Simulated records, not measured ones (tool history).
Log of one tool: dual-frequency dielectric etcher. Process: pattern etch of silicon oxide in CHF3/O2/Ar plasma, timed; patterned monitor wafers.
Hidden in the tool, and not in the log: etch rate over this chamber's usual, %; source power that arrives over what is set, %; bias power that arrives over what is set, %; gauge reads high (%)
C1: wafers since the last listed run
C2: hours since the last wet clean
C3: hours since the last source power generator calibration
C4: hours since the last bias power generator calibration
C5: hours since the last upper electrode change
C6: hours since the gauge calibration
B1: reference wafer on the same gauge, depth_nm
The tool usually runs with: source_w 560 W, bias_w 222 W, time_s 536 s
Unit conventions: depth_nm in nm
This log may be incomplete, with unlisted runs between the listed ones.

run 1 hour=0 | source_w=560 bias_w=222 time_s=536 | C1=0 C2=771.6 C3=2761.8 C4=3656.4 C5=1255.3 C6=4137.6 | B1=899.1 | depth_nm=1066.6
run 2 hour=87.9 | source_w=560 bias_w=222 time_s=536 | C1=261 C2=859.5 C3=2849.7 C4=3744.3 C5=1343.2 C6=4225.5 | B1=901 | depth_nm=1078.5
-- hour=114.3 wet clean of the chamber, repeated, since the last time left the tool worse
-- hour=177.1 source power generator calibrated
-- hour=203.5 gauge calibrated
run 3 hour=270.2 | source_w=560 bias_w=193 time_s=536 | C1=458 C2=155.9 C3=93.1 C4=3926.6 C5=1525.5 C6=66.7 | B1=900 | depth_nm=962.1
-- hour=307.4 bias power generator calibrated
run 4 hour=322.1 | source_w=560 bias_w=189 time_s=536 | C1=142 C2=207.8 C3=145 C4=14.7 C5=1577.4 C6=118.6 | B1=899.6 | depth_nm=961.6
run 5 hour=380.6 | source_w=560 bias_w=189 time_s=536 | C1=173 C2=266.3 C3=203.5 C4=73.2 C5=1635.9 C6=177.1 | B1=902.4 | depth_nm=956.3
run 6 hour=441.1 | source_w=560 bias_w=189 time_s=536 | C1=179 C2=326.8 C3=264 C4=133.7 C5=1696.4 C6=237.6 | B1=898.8 | depth_nm=965.6
run 7 hour=509 | source_w=560 bias_w=222 time_s=650 | C1=201 C2=394.7 C3=331.9 C4=201.6 C5=1764.3 C6=305.5 | B1=900.8 | depth_nm=1237.2
run 8 hour=607 | source_w=560 bias_w=222 time_s=536 | C1=291 C2=492.7 C3=429.9 C4=299.6 C5=1862.3 C6=403.5 | B1=900.7 | depth_nm=1020.5
run 9 hour=681 | source_w=520 bias_w=167 time_s=399 | C1=219 C2=566.7 C3=503.9 C4=373.6 C5=1936.3 C6=477.5 | B1=900 | depth_nm=672.9
-- hour=756.2 wet clean of the chamber
run 10 hour=756.7 | source_w=560 bias_w=268 time_s=420.5 | C1=153 C2=0.5 C3=579.6 C4=449.3 C5=2012 C6=553.2 | B1=899.7 | depth_nm=835.8
run 11 hour=809.1 | source_w=600 bias_w=167 time_s=644.5 | C1=155 C2=52.9 C3=632 C4=501.7 C5=2064.4 C6=605.6 | B1=899.7 | depth_nm=1143.3
run 12 hour=887.2 | source_w=560 bias_w=237 time_s=477.5 | C1=231 C2=131 C3=710.1 C4=579.8 C5=2142.5 C6=683.7 | B1=899.1 | depth_nm=924.7
run 13 hour=941.6 | source_w=510 bias_w=222 time_s=536 | C1=161 C2=185.4 C3=764.5 C4=634.2 C5=2196.9 C6=738.1 | B1=898 | depth_nm=976.6
run 14 hour=988.4 | source_w=640 bias_w=222 time_s=536 | C1=139 C2=232.2 C3=811.3 C4=681 C5=2243.7 C6=784.9 | B1=897.1 | depth_nm=1063.5
run 15 hour=1077.8 | source_w=690 bias_w=222 time_s=608 | C1=265 C2=321.6 C3=900.7 C4=770.4 C5=2333.1 C6=874.3 | B1=897.5 | depth_nm=1247.1
run 16 hour=1181.4 | source_w=450 bias_w=222 time_s=469 | C1=307 C2=425.2 C3=1004.3 C4=874 C5=2436.7 C6=977.9 | B1=900.7 | depth_nm=826
-- hour=1257.1 upper electrode replaced
run 17 hour=1284.4 | source_w=460 bias_w=276 time_s=399 | C1=234 C2=528.2 C3=1107.3 C4=977 C5=27.3 C6=1080.9 | B1=898.9 | depth_nm=756.5
run 18 hour=1333.2 | source_w=610 bias_w=222 time_s=536 | C1=144 C2=577 C3=1156.1 C4=1025.8 C5=76.1 C6=1129.7 | B1=899.3 | depth_nm=1064.2
run 19 hour=1380 | source_w=650 bias_w=222 time_s=536 | C1=139 C2=623.8 C3=1202.9 C4=1072.6 C5=122.9 C6=1176.5 | B1=898.1 | depth_nm=1090.1
-- hour=1416.9 wet clean of the chamber
run 20 hour=1478.7 | source_w=560 bias_w=253 time_s=536 | C1=221 C2=61.8 C3=1301.6 C4=1171.3 C5=221.6 C6=1275.2 | B1=900 | depth_nm=1050.1
run 21 hour=1546.8 | source_w=560 bias_w=169 time_s=688 | C1=202 C2=129.9 C3=1369.7 C4=1239.4 C5=289.7 C6=1343.3 | B1=901.9 | depth_nm=1193.7
run 22 hour=1591.4 | source_w=560 bias_w=222 time_s=536 | C1=132 C2=174.5 C3=1414.3 C4=1284 C5=334.3 C6=1387.9 | B1=903.5 | depth_nm=1015
run 23 hour=1662.2 | source_w=620 bias_w=199 time_s=664 | C1=210 C2=245.3 C3=1485.1 C4=1354.8 C5=405.1 C6=1458.7 | B1=898.4 | depth_nm=1258.1
run 24 hour=1756.7 | source_w=510 bias_w=207 time_s=536 | C1=280 C2=339.8 C3=1579.6 C4=1449.3 C5=499.6 C6=1553.2 | B1=901.1 | depth_nm=959.3
run 25 hour=1843.9 | source_w=620 bias_w=199 time_s=685 | C1=258 C2=427 C3=1666.8 C4=1536.5 C5=586.8 C6=1640.4 | B1=898.3 | depth_nm=1297.3
run 26 hour=1892.7 | source_w=690 bias_w=222 time_s=608 | C1=144 C2=475.8 C3=1715.6 C4=1585.3 C5=635.6 C6=1689.2 | B1=902.2 | depth_nm=1258.9
run 27 hour=1949.6 | source_w=440 bias_w=266 time_s=536 | C1=169 C2=532.7 C3=1772.5 C4=1642.2 C5=692.5 C6=1746.1 | B1=898 | depth_nm=989.8
-- hour=2211.9 wet clean of the chamber
run 28 hour=2212.4 | source_w=460 bias_w=276 time_s=684 | C1=709 C2=0.5 C3=2035.3 C4=1905 C5=955.3 C6=2008.9 | B1=897.8 | depth_nm=1265.5
run 29 hour=2272.6 | source_w=460 bias_w=278 time_s=458 | C1=178 C2=60.7 C3=2095.5 C4=1965.2 C5=1015.5 C6=2069.1 | B1=899.5 | depth_nm=854.6

4 options for the next run, each taken on its own from the tool as it stands now. Forecast them:
run A hour=2273.2 | source_w=560 bias_w=222 time_s=536 | C1=1 C2=61.3 C3=2096.1 C4=1965.8 C5=1016.1 C6=2069.7 | B1=? | depth_nm=?
run B hour=2273.2 | source_w=560 bias_w=222 time_s=578.5 | C1=1 C2=61.3 C3=2096.1 C4=1965.8 C5=1016.1 C6=2069.7 | B1=? | depth_nm=?
run C hour=2273.2 | source_w=480 bias_w=272 time_s=536 | C1=1 C2=61.3 C3=2096.1 C4=1965.8 C5=1016.1 C6=2069.7 | B1=? | depth_nm=?
run D hour=2273.2 | source_w=620 bias_w=222 time_s=605.5 | C1=1 C2=61.3 C3=2096.1 C4=1965.8 C5=1016.1 C6=2069.7 | B1=? | depth_nm=?

run=A B1=899.3 depth_nm=1003.7
run=B B1=899.3 depth_nm=1083.3
run=C B1=899.3 depth_nm=1012.2
run=D B1=899.3 depth_nm=1179.4
Without the tool's hidden state the same runs would have given:
run=A depth_nm=1002.7
run=B depth_nm=1082.2
run=C depth_nm=1011.2
run=D depth_nm=1178.2
